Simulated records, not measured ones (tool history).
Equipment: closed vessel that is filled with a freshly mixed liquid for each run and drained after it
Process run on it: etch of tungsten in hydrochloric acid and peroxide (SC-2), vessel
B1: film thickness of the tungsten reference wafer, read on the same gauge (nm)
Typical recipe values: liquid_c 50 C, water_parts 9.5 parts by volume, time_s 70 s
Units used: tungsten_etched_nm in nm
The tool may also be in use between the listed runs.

Run 1, hour 0: usual settings but liquid_c 52 C; B1 149.99. Result: tungsten_etched_nm 25.95 nm.
Run 2, hour 21.5: usual settings but liquid_c 52 C; B1 149.98. Result: tungsten_etched_nm 25.98 nm.
Run 3, hour 33.9: usual settings; B1 149.98. Result: tungsten_etched_nm 22.51 nm.
Run 4, hour 50.2: usual settings but time_s 40 s; B1 150. Result: tungsten_etched_nm 12.78 nm.
Run 5, hour 57.5: usual settings but time_s 40 s; B1 149.99. Result: tungsten_etched_nm 12.64 nm.
Run 6, hour 64: usual settings but time_s 40 s; B1 150.01. Result: tungsten_etched_nm 13.07 nm.
Run 7, hour 71.5: usual settings; B1 150. Result: tungsten_etched_nm 22.36 nm.
At hour 76.8: gauge calibrated.
Run 8, hour 77.6: usual settings but time_s 95 s; B1 150.01. Result: tungsten_etched_nm 30.44 nm.
Run 9, hour 87.7: usual settings but liquid_c 56 C, water_parts 11 parts by volume; B1 150.01. Result: tungsten_etched_nm 29.22 nm.
Run 10, hour 95.6: usual settings; B1 150.01. Result: tungsten_etched_nm 22.06 nm.
Run 11, hour 110.1: usual settings but water_parts 4.5 parts by volume, time_s 50 s; B1 150. Result: tungsten_etched_nm 28.85 nm.
Run 12, hour 116.8: usual settings; B1 150.02. Result: tungsten_etched_nm 22.19 nm.
At hour 122.8: thermometer replaced.
Run 13, hour 134.3: usual settings but time_s 40 s; B1 150.01. Result: tungsten_etched_nm 12.76 nm.
Run 14, hour 151.6: usual settings but water_parts 14 parts by volume; B1 149.99. Result: tungsten_etched_nm 15.56 nm.
Run 15, hour 159.7: usual settings but liquid_c 55.5 C, water_parts 5 parts by volume, time_s 40 s; B1 150. Result: tungsten_etched_nm 30.12 nm.
Run 16, hour 167.8: usual settings but liquid_c 44 C, water_parts 4.5 parts by volume, time_s 95 s; B1 150. Result: tungsten_etched_nm 36.24 nm.
Run 17, hour 180.6: usual settings but liquid_c 45 C, water_parts 4.5 parts by volume, time_s 60 s; B1 149.98. Result: tungsten_etched_nm 24.64 nm.
Run 18, hour 195.8: usual settings but time_s 40 s; B1 149.98. Result: tungsten_etched_nm 12.64 nm.
At hour 199.5: chemicals flow meter replaced.
Run 19, hour 210: usual settings but time_s 60 s; B1 150.01. Result: tungsten_etched_nm 21.43 nm.
Run 20, hour 216.4: usual settings but liquid_c 59 C, water_parts 11 parts by volume, time_s 55 s; B1 149.99. Result: tungsten_etched_nm 30.65 nm.
Run 21, hour 229: usual settings; B1 149.99. Result: tungsten_etched_nm 24.82 nm.
Run 22, hour 240.7: usual settings but liquid_c 59 C, time_s 80 s; B1 150.01. Result: tungsten_etched_nm 50.64 nm.
Run 23, hour 272.5: usual settings but liquid_c 42.5 C, time_s 105 s; B1 150. Result: tungsten_etched_nm 22.08 nm.
Run 24, hour 278.8: usual settings but liquid_c 57 C, water_parts 11.5 parts by volume, time_s 105 s; B1 149.98. Result: tungsten_etched_nm 49.35 nm.
Run 25, hour 296.8: usual settings but water_parts 7 parts by volume; B1 149.98. Result: tungsten_etched_nm 31.52 nm.
Run 26, hour 332.8: usual settings but time_s 85 s; B1 150. Result: tungsten_etched_nm 29.95 nm.
Run 27, hour 348.8: usual settings but liquid_c 43.5 C; B1 150.04. Result: tungsten_etched_nm 15.83 nm.
Run 28, hour 360.6: usual settings but liquid_c 41.5 C, water_parts 5.5 parts by volume, time_s 40 s; B1 149.99. Result: tungsten_etched_nm 12.02 nm.
Run 29, hour 376.6: usual settings but water_parts 13 parts by volume; B1 150.01. Result: tungsten_etched_nm 18.79 nm.
Run 30, hour 386.5: usual settings; B1 149.97. Result: tungsten_etched_nm 24.29 nm.
Run 31, hour 394.2: usual settings but water_parts 6.5 parts by volume, time_s 40 s; B1 149.99. Result: tungsten_etched_nm 18.98 nm.

Give the tool's hidden conditions for every run:
liquid hotter than its thermometer reads (K): 0 at every run
peroxide weaker than its label (%): 0 at every run
gauge reads high (%): 0 at every run
H1: chemicals flow below the setpoint (%)
run     H1
  1   11.6
  2   11.9
  3   12.1
  4   12.3
  5   12.4
  6   12.5
  7   12.5
  8   12.6
  9   12.8
 10   12.9
 11   13.1
 12   13.1
 13   13.4
 14   13.6
 15   13.7
 16   13.8
 17     14
 18   14.2
 19  0.515
 20    0.6
 21  0.766
 22   0.92
 23   1.34
 24   1.42
 25   1.66
 26   2.14
 27   2.35
 28    2.5
 29   2.71
 30   2.84
 31   2.95
